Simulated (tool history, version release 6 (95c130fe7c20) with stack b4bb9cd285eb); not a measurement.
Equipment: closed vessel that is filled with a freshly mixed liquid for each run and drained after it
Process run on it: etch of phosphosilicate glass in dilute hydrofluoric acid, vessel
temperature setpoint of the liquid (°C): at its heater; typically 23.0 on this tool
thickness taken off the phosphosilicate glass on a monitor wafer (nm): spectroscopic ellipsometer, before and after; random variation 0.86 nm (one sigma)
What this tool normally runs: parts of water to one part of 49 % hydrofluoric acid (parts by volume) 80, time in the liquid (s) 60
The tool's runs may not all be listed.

run	hour	temperature setpoint of the liquid (°C)	parts of water to one part of 49 % hydrofluoric acid (parts by volume)	time in the liquid (s)	wafers since the last listed run	hours since the thermometer was replaced	hours since the hydrofluoric acid flow meter was replaced	hours since the gauge calibration	read-back film thickness of the phosphosilicate glass reference wafer, read on the same gauge (nm)	thickness taken off the phosphosilicate glass on a monitor wafer (nm)
1	0.0	23.0	80	60	0	580.3	152.8	1238.4	80.02	83.59
2	12.3	23.0	80	60	1174	592.6	165.1	1250.7	80.00	83.42
3	29.7	23.0	80	60	1662	610.0	182.5	1268.1	80.01	81.92
4	45.0	23.0	80	60	1461	625.3	197.8	1283.4	79.98	81.61
5	78.0	23.0	80	60	3152	658.3	230.8	1316.4	80.00	82.91
6	107.6	23.0	80	35	2827	687.9	260.4	1346.0	80.01	46.49
# hour 117.3: gauge calibrated
7	142.4	23.0	80	35	3324	722.7	295.2	25.1	80.00	47.34
8	168.7	24.5	80	60	2512	749.0	321.5	51.4	80.00	84.26
9	190.0	23.0	80	60	2034	770.3	342.8	72.7	80.01	77.75
# hour 191.1: hydrofluoric acid flow meter replaced
10	210.3	23.0	80	60	1843	790.6	19.2	93.0	80.00	88.90
11	289.4	27.5	45	85	7556	869.7	98.3	172.1	79.99	272.32
12	306.9	23.0	100	90	1671	887.2	115.8	189.6	79.99	101.28
13	332.4	23.0	80	60	2435	912.7	141.3	215.1	80.00	85.91
14	358.2	19.0	90	35	2464	938.5	167.1	240.9	79.99	36.49
15	392.0	21.0	60	30	3228	972.3	200.9	274.7	80.01	52.14
16	409.9	24.5	120	80	1709	990.2	218.8	292.6	80.00	75.17
17	443.5	23.0	80	60	3209	1023.8	252.4	326.2	80.01	81.78
18	478.0	23.0	80	60	3295	1058.3	286.9	360.7	80.00	82.35

The next listed run, before its measurement:
19	496.9	23.0	80	50	1805	1077.2	305.8	379.6	?	?

{"run 19": {"read-back film thickness of the phosphosilicate glass reference wafer, read on the same gauge (nm)": 79.98, "thickness taken off the phosphosilicate glass on a monitor wafer (nm)": 66.86}}
With no hidden state in the tool, this same run would have given thickness taken off the phosphosilicate glass on a monitor wafer (nm) 75.82.

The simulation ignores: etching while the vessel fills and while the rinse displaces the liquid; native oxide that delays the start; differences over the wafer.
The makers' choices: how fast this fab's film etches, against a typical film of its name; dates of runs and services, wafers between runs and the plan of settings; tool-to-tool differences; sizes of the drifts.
